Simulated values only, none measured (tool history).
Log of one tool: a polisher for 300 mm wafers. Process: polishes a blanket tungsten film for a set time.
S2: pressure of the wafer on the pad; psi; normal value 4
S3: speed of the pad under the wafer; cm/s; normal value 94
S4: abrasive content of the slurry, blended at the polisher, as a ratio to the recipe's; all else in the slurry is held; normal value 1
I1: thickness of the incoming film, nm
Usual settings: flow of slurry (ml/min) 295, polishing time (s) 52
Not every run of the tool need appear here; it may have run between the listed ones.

run 1 hour=0 | flow_of_slurry_(ml/min)=295 S2=4 S3=94 S4=1 polishing_time_(s)=52 | I1=821.5 | film_removed_(angstrom)=2159
-- hour=10.7 worn pad replaced by a new one
-- hour=16 slurry blender recalibrated
-- hour=30.5 head pressure recalibrated
run 2 hour=79.8 | flow_of_slurry_(ml/min)=295 S2=4 S3=94 S4=1 polishing_time_(s)=52 | I1=820.4 | film_removed_(angstrom)=2174
run 3 hour=183.5 | flow_of_slurry_(ml/min)=265 S2=4 S3=94 S4=1 polishing_time_(s)=52 | I1=826.2 | film_removed_(angstrom)=2028
-- hour=210.3 slurry nozzle cleaned
-- hour=255.1 slurry tank refilled with fresh slurry and peroxide
-- hour=263.1 slurry blender recalibrated
run 4 hour=277.1 | flow_of_slurry_(ml/min)=265 S2=4 S3=94 S4=1 polishing_time_(s)=52 | I1=818.4 | film_removed_(angstrom)=2132
-- hour=308.5 worn pad replaced by a new one
run 5 hour=327.3 | flow_of_slurry_(ml/min)=295 S2=4 S3=94 S4=1 polishing_time_(s)=52 | I1=821.2 | film_removed_(angstrom)=2067
run 6 hour=419.1 | flow_of_slurry_(ml/min)=295 S2=4 S3=94 S4=1 polishing_time_(s)=52 | I1=833.7 | film_removed_(angstrom)=2040
-- hour=525.7 slurry tank refilled with fresh slurry and peroxide
-- hour=549.9 slurry blender recalibrated
-- hour=560.9 worn pad replaced by a new one
run 7 hour=602.3 | flow_of_slurry_(ml/min)=295 S2=4 S3=94 S4=1 polishing_time_(s)=52 | I1=830.6 | film_removed_(angstrom)=2119
run 8 hour=697.2 | flow_of_slurry_(ml/min)=295 S2=4 S3=94 S4=1 polishing_time_(s)=52 | I1=808.2 | film_removed_(angstrom)=2101
run 9 hour=736.2 | flow_of_slurry_(ml/min)=295 S2=4 S3=94 S4=1 polishing_time_(s)=52 | I1=818.9 | film_removed_(angstrom)=2038
-- hour=784.7 slurry tank refilled with fresh slurry and peroxide
run 10 hour=814.8 | flow_of_slurry_(ml/min)=295 S2=4 S3=76 S4=1.15 polishing_time_(s)=63 | I1=823.9 | film_removed_(angstrom)=2131
-- hour=830.3 worn pad replaced by a new one, of another model than before
-- hour=832.7 slurry blender recalibrated
-- hour=833.5 slurry nozzle cleaned
-- hour=920 head pressure recalibrated
run 11 hour=979.1 | flow_of_slurry_(ml/min)=295 S2=4 S3=94 S4=1 polishing_time_(s)=52 | I1=835.4 | film_removed_(angstrom)=1973
run 12 hour=1060.9 | flow_of_slurry_(ml/min)=295 S2=4 S3=94 S4=1.15 polishing_time_(s)=52 | I1=832.4 | film_removed_(angstrom)=1929
-- hour=1076.8 worn pad replaced by a new one
-- hour=1084.9 slurry tank refilled with fresh slurry and peroxide
run 13 hour=1098.5 | flow_of_slurry_(ml/min)=375 S2=4 S3=94 S4=0.85 polishing_time_(s)=52 | I1=813.1 | film_removed_(angstrom)=2150
-- hour=1148.7 slurry blender recalibrated
run 14 hour=1166.8 | flow_of_slurry_(ml/min)=295 S2=5 S3=104 S4=1.3 polishing_time_(s)=52 | I1=834.5 | film_removed_(angstrom)=2814
run 15 hour=1216 | flow_of_slurry_(ml/min)=355 S2=4 S3=94 S4=1.2 polishing_time_(s)=35 | I1=819.1 | film_removed_(angstrom)=1522
run 16 hour=1254.4 | flow_of_slurry_(ml/min)=250 S2=4 S3=108 S4=1.3 polishing_time_(s)=60 | I1=812.5 | film_removed_(angstrom)=2831
-- hour=1338.3 worn pad replaced by a new one
-- hour=1344.6 slurry tank refilled with fresh slurry and peroxide
run 17 hour=1360.5 | flow_of_slurry_(ml/min)=395 S2=4 S3=66 S4=0.75 polishing_time_(s)=63 | I1=809.6 | film_removed_(angstrom)=1976
-- hour=1414 slurry blender recalibrated
run 18 hour=1434 | flow_of_slurry_(ml/min)=295 S2=4 S3=94 S4=1 polishing_time_(s)=52 | I1=825.5 | film_removed_(angstrom)=2141

The logged runs with the hidden state left out (each run's random variation unchanged):
The hidden state here: removal rate lost through wear of the pad, %; slurry flow missing at the pad, %; deviation of the head's pressure from its setpoint, %; abrasive missing from the slurry, %; peroxide lost from the slurry, %.
run=1 film_removed_(angstrom)=2161
run=2 film_removed_(angstrom)=2201
run=3 film_removed_(angstrom)=2143
run=4 film_removed_(angstrom)=2165
run=5 film_removed_(angstrom)=2113
run=6 film_removed_(angstrom)=2149
run=7 film_removed_(angstrom)=2148
run=8 film_removed_(angstrom)=2199
run=9 film_removed_(angstrom)=2181
run=10 film_removed_(angstrom)=2188
run=11 film_removed_(angstrom)=2139
run=12 film_removed_(angstrom)=2242
run=13 film_removed_(angstrom)=2160
run=14 film_removed_(angstrom)=2851
run=15 film_removed_(angstrom)=1563
run=16 film_removed_(angstrom)=2955
run=17 film_removed_(angstrom)=1985
run=18 film_removed_(angstrom)=2172
